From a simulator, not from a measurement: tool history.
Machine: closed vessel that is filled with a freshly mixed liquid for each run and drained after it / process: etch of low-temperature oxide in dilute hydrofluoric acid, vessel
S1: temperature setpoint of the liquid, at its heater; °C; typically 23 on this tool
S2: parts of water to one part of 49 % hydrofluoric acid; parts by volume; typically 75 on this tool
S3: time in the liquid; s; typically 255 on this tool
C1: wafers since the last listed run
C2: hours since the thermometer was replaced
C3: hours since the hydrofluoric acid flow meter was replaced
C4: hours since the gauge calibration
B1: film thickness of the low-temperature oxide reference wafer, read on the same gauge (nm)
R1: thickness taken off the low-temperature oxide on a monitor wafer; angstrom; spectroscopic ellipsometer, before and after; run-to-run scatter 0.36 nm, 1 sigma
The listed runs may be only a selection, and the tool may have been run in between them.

run	hour	S1	S2	S3	C1	C2	C3	C4	B1	R1
1	0	26	75	255	0	2631.3	1773.2	93.6	150	494.7
2	9	23	75	255	966	2640.3	1782.2	102.6	150.01	436.8
3	62.5	23	75	255	5747	2693.8	1835.7	156.1	150	434.5
4	79.3	23	75	255	1804	2710.6	1852.5	172.9	150.01	429.6
5	90.7	23	75	255	1224	2722	1863.9	184.3	149.99	434.7
6	100.4	23	75	255	1042	2731.7	1873.6	194	150.01	432.3
7	115.7	23	75	255	1643	2747	1888.9	209.3	150.03	433.9
8	132.8	23	75	255	1837	2764.1	1906	226.4	149.99	436.6
# hour 146.5: gauge calibrated
9	150.7	23	75	255	1922	2782	1923.9	4.2	150	435.7
10	159.7	23	55	255	966	2791	1932.9	13.2	150	610.2
11	165.9	23	55	255	666	2797.2	1939.1	19.4	150.02	603.4
12	173.3	25.5	75	255	794	2804.6	1946.5	26.8	150	482.3
# hour 179.1: thermometer replaced
13	190	23	75	255	1686	10.9	1963.2	43.5	150.01	433.2
14	200.8	27.5	75	255	1160	21.7	1974	54.3	149.97	513.9
15	213.4	27	75	185	1353	34.3	1986.6	66.9	150	364.3
16	225.7	19.5	40	370	1321	46.6	1998.9	79.2	149.99	1057.6
# hour 229.7: hydrofluoric acid flow meter replaced
17	239	23	90	255	1321	59.9	9.3	92.5	150	401.9
18	246.1	27.5	95	100	762	67	16.4	99.6	149.99	177.9
19	256.5	23	75	255	1117	77.4	26.8	110	150.03	494.8
20	270.2	23	65	255	1471	91.1	40.5	123.7	150.01	577.5
21	278.5	27.5	60	320	891	99.4	48.8	132	149.99	952.7
22	287	26	85	410	913	107.9	57.3	140.5	150	776.1
23	303	23	75	255	1718	123.9	73.3	156.5	149.98	484.4
24	319.9	26.5	50	185	1815	140.8	90.2	173.4	150	630.6
25	326.4	25	40	350	698	147.3	96.7	179.9	150	1444.2
26	342.6	23	110	255	1740	163.5	112.9	196.1	149.99	321.6
27	356.2	23	75	255	1461	177.1	126.5	209.7	150	493.3
28	368.8	26.5	40	215	1353	189.7	139.1	222.3	150	942.7
29	378.8	26.5	100	350	1074	199.7	149.1	232.3	149.97	559.7
30	392.5	27.5	60	320	1471	213.4	162.8	246	150	939.9
31	409	23	75	255	1772	229.9	179.3	262.5	150	489.4
32	426.4	23	75	255	1869	247.3	196.7	279.9	149.99	486.6

Here are 4 independent what-if runs from the current tool condition. What would each one return?
A	427.1	23	75	255	75	248	197.4	280.6	?	?
B	427.1	23	110	335	75	248	197.4	280.6	?	?
C	427.1	27.5	60	375	75	248	197.4	280.6	?	?
D	427.1	23	75	175	75	248	197.4	280.6	?	?

run	B1	R1
A	150	486.9
B	150	417.7
C	150	1094.3
D	150	334.2
With no hidden state in the tool, these same runs would have given:
run	R1
A	499.2
B	428.5
C	1121.6
D	342.6

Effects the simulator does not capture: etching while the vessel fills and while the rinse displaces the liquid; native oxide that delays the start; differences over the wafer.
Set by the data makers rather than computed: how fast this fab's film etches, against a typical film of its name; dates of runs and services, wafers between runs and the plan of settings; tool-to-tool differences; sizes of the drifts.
